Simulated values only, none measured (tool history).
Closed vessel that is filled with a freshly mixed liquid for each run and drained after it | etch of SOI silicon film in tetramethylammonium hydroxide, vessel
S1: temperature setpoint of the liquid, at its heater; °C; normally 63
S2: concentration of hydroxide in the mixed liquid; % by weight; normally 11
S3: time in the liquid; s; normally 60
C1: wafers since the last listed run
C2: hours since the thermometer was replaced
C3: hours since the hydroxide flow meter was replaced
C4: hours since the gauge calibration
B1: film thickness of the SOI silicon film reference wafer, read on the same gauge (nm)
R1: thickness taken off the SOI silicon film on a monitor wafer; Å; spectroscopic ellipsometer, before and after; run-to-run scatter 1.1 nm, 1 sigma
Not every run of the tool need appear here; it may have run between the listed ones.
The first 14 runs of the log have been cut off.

run 15 day=43.646 | S1=60.5 S2=11 S3=60 | C1=5140 C2=1615.5 C3=459.3 C4=498 | B1=29.98 | R1=2370.4
run 16 day=44.904 | S1=63 S2=8.5 S3=30 | C1=2331 C2=1645.7 C3=489.5 C4=528.2 | B1=30 | R1=1518.5
run 17 day=47.85 | S1=67.5 S2=13.5 S3=90 | C1=5457 C2=1716.4 C3=560.2 C4=598.9 | B1=30 | R1=5124.1
-- day=48.175 thermometer replaced
run 18 day=49.608 | S1=63 S2=11 S3=30 | C1=3180 C2=34.4 C3=602.4 C4=641.1 | B1=29.99 | R1=1467
run 19 day=51.7 | S1=63 S2=11 S3=60 | C1=3874 C2=84.6 C3=652.6 C4=691.3 | B1=29.99 | R1=2924.8
run 20 day=53.171 | S1=60.5 S2=13.5 S3=50 | C1=2724 C2=119.9 C3=687.9 C4=726.6 | B1=30.01 | R1=1938
run 21 day=55.012 | S1=65.5 S2=8 S3=35 | C1=3411 C2=164.1 C3=732.1 C4=770.8 | B1=29.98 | R1=2204.4
-- day=55.412 hydroxide flow meter replaced
run 22 day=56.062 | S1=66.5 S2=9.5 S3=50 | C1=1867 C2=189.3 C3=15.6 C4=796 | B1=29.98 | R1=3023.1
run 23 day=57.325 | S1=63 S2=11 S3=70 | C1=2338 C2=219.6 C3=45.9 C4=826.3 | B1=29.99 | R1=3237.3
run 24 day=58.767 | S1=67 S2=14.5 S3=60 | C1=2670 C2=254.2 C3=80.5 C4=860.9 | B1=30.01 | R1=3152.7
run 25 day=67.367 | S1=63 S2=12 S3=60 | C1=15931 C2=460.6 C3=286.9 C4=1067.3 | B1=29.97 | R1=2720.2
run 26 day=70.096 | S1=63 S2=11 S3=80 | C1=5055 C2=526.1 C3=352.4 C4=1132.8 | B1=30.03 | R1=3773.6
run 27 day=71.817 | S1=58.5 S2=13 S3=75 | C1=3187 C2=567.4 C3=393.7 C4=1174.1 | B1=30 | R1=2512.5
run 28 day=73.546 | S1=56.5 S2=7.5 S3=35 | C1=3203 C2=608.9 C3=435.2 C4=1215.6 | B1=29.96 | R1=1242.5
run 29 day=74.675 | S1=67.5 S2=11 S3=85 | C1=2091 C2=636 C3=462.3 C4=1242.7 | B1=29.99 | R1=5251.5
run 30 day=77.633 | S1=63 S2=11 S3=60 | C1=5480 C2=707 C3=533.3 C4=1313.7 | B1=29.94 | R1=2827.7
run 31 day=80.35 | S1=58.5 S2=8.5 S3=40 | C1=5032 C2=772.2 C3=598.5 C4=1378.9 | B1=30.02 | R1=1562
run 32 day=82.525 | S1=67 S2=11 S3=90 | C1=4029 C2=824.4 C3=650.7 C4=1431.1 | B1=30.01 | R1=5509.6
-- day=82.825 hydroxide flow meter replaced
run 33 day=85.508 | S1=63 S2=11 S3=60 | C1=5449 C2=896 C3=64.4 C4=1502.7 | B1=29.97 | R1=2726.8

4 options for the next run, each taken on its own from the tool as it stands now. Forecast them:
run A day=85.538 | S1=71 S2=11 S3=60 | C1=54 C2=896.7 C3=65.1 C4=1503.4 | B1=? | R1=?
run B day=85.538 | S1=70.5 S2=11 S3=75 | C1=54 C2=896.7 C3=65.1 C4=1503.4 | B1=? | R1=?
run C day=85.538 | S1=55 S2=12.5 S3=70 | C1=54 C2=896.7 C3=65.1 C4=1503.4 | B1=? | R1=?
run D day=85.538 | S1=70 S2=13 S3=60 | C1=54 C2=896.7 C3=65.1 C4=1503.4 | B1=? | R1=?

run=A B1=29.99 R1=4402
run=B B1=29.99 R1=5343.6
run=C B1=29.99 R1=1826.9
run=D B1=29.99 R1=3885.2
Without the tool's hidden state the same runs would have given:
run=A R1=4488.3
run=B R1=5448.7
run=C R1=1865.7
run=D R1=3956
